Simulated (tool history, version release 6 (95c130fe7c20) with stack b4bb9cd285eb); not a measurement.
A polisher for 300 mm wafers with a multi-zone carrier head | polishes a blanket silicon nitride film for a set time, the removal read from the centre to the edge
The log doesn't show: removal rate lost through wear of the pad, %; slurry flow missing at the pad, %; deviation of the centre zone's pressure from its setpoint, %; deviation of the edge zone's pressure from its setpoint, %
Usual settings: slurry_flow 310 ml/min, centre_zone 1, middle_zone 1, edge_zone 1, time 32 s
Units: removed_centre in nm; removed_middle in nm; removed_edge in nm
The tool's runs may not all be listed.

| run | hour | slurry_flow | centre_zone | middle_zone | edge_zone | time | wafers since the last listed run | wafers polished on this pad | hours since the slurry nozzle was cleaned | hours since the centre zone pressure was calibrated | hours since the edge zone pressure was calibrated | hours since the carrier head's membrane was replaced | incoming thickness of the incoming film, nm | removed_centre | removed_middle | removed_edge |
|---|---|---|---|---|---|---|---|---|---|---|---|---|---|---|---|---|
| 1 | 0 | 310 | 1 | 1 | 1 | 32 | 0 | 688 | 515.3 | 395.1 | 475.2 | 241 | 558.2 | 63.3 | 64.9 | 65 |
|  | 67.6 | worn pad replaced by a new one |
| 2 | 68.1 | 310 | 1 | 1 | 1 | 32 | 464 | 3 | 583.4 | 463.2 | 543.3 | 309.1 | 566.6 | 62.8 | 64.7 | 64 |
| 3 | 119.3 | 310 | 1 | 1 | 1 | 32 | 371 | 375 | 634.6 | 514.4 | 594.5 | 360.3 | 570.6 | 61.9 | 65.4 | 64.3 |
| 4 | 183.3 | 310 | 1.05 | 1 | 1 | 36 | 464 | 839 | 698.6 | 578.4 | 658.5 | 424.3 | 569.8 | 73.5 | 72.9 | 73.5 |
| 5 | 213.4 | 310 | 1.05 | 1 | 1 | 36 | 218 | 1057 | 728.7 | 608.5 | 688.6 | 454.4 | 577.8 | 73.9 | 72.8 | 72.1 |
|  | 244.5 | worn pad replaced by a new one |
| 6 | 265.1 | 310 | 1.05 | 1 | 1 | 36 | 345 | 149 | 780.4 | 660.2 | 740.3 | 506.1 | 569.3 | 73.7 | 71.9 | 71.9 |
| 7 | 395.1 | 310 | 1 | 1 | 1 | 32 | 942 | 1091 | 910.4 | 790.2 | 870.3 | 636.1 | 576.1 | 63.1 | 65.2 | 65 |
|  | 402.6 | slurry nozzle cleaned |
|  | 407.5 | worn pad replaced by a new one |
|  | 412.9 | centre zone pressure recalibrated |
| 8 | 449.3 | 310 | 1 | 1 | 1 | 32 | 342 | 288 | 46.7 | 36.4 | 924.5 | 690.3 | 568.6 | 61.1 | 64.4 | 64.4 |
| 9 | 494.7 | 310 | 1 | 1 | 1 | 32 | 329 | 618 | 92.1 | 81.8 | 969.9 | 735.7 | 570.6 | 61.7 | 63.6 | 64.2 |
|  | 551.3 | carrier head's membrane replaced by a new one |
| 10 | 561.4 | 310 | 1 | 1 | 1 | 32 | 447 | 1065 | 158.8 | 148.5 | 1036.6 | 10.1 | 568.9 | 62.5 | 64.6 | 65 |
|  | 565.8 | edge zone pressure recalibrated |
|  | 571.8 | worn pad replaced by a new one |
| 11 | 598.2 | 310 | 1 | 1 | 1.09 | 22 | 223 | 191 | 195.6 | 185.3 | 32.4 | 46.9 | 571.6 | 42.6 | 44.8 | 45.4 |
| 12 | 628.3 | 310 | 1 | 1 | 1 | 35 | 218 | 409 | 225.7 | 215.4 | 62.5 | 77 | 580 | 68.1 | 69.9 | 70 |
| 13 | 688.6 | 280 | 1 | 0.9 | 0.94 | 32 | 437 | 847 | 286 | 275.7 | 122.8 | 137.3 | 582.3 | 61.6 | 60.6 | 62.5 |
| 14 | 720.4 | 310 | 1 | 1 | 1 | 32 | 230 | 1077 | 317.8 | 307.5 | 154.6 | 169.1 | 568 | 63.4 | 64.9 | 65.5 |
|  | 740.7 | worn pad replaced by a new one |
| 15 | 781.5 | 310 | 0.96 | 1.11 | 0.94 | 38 | 414 | 295 | 378.9 | 368.6 | 215.7 | 230.2 | 565 | 70.8 | 82.3 | 74.5 |
| 16 | 824.6 | 310 | 1 | 1 | 1 | 25 | 312 | 608 | 422 | 411.7 | 258.8 | 273.3 | 570.5 | 48.6 | 51 | 50.1 |

Forecast each of these 4 alternatives for the next run:
| A | 825 | 310 | 1 | 0.94 | 1 | 32 | 2 | 611 | 422.4 | 412.1 | 259.2 | 273.7 | 568.1 | ? | ? | ? |
| B | 825 | 310 | 0.95 | 1 | 0.97 | 32 | 2 | 611 | 422.4 | 412.1 | 259.2 | 273.7 | 568.1 | ? | ? | ? |
| C | 825 | 245 | 1 | 1.03 | 0.92 | 32 | 2 | 611 | 422.4 | 412.1 | 259.2 | 273.7 | 568.1 | ? | ? | ? |
| D | 825 | 310 | 0.93 | 1 | 1 | 32 | 2 | 611 | 422.4 | 412.1 | 259.2 | 273.7 | 568.1 | ? | ? | ? |

| run | removed_centre | removed_middle | removed_edge |
|---|---|---|---|
| A | 62.8 | 62.7 | 64.9 |
| B | 59.8 | 64.9 | 64.1 |
| C | 61.9 | 65 | 62 |
| D | 58.6 | 64.9 | 64.9 |
Without the tool's hidden state the same runs would have given:
| run | removed_centre | removed_middle | removed_edge |
|---|---|---|---|
| A | 62.8 | 62.7 | 64.9 |
| B | 59.8 | 64.9 | 64.1 |
| C | 61.9 | 65 | 62 |
| D | 58.6 | 64.9 | 64.9 |
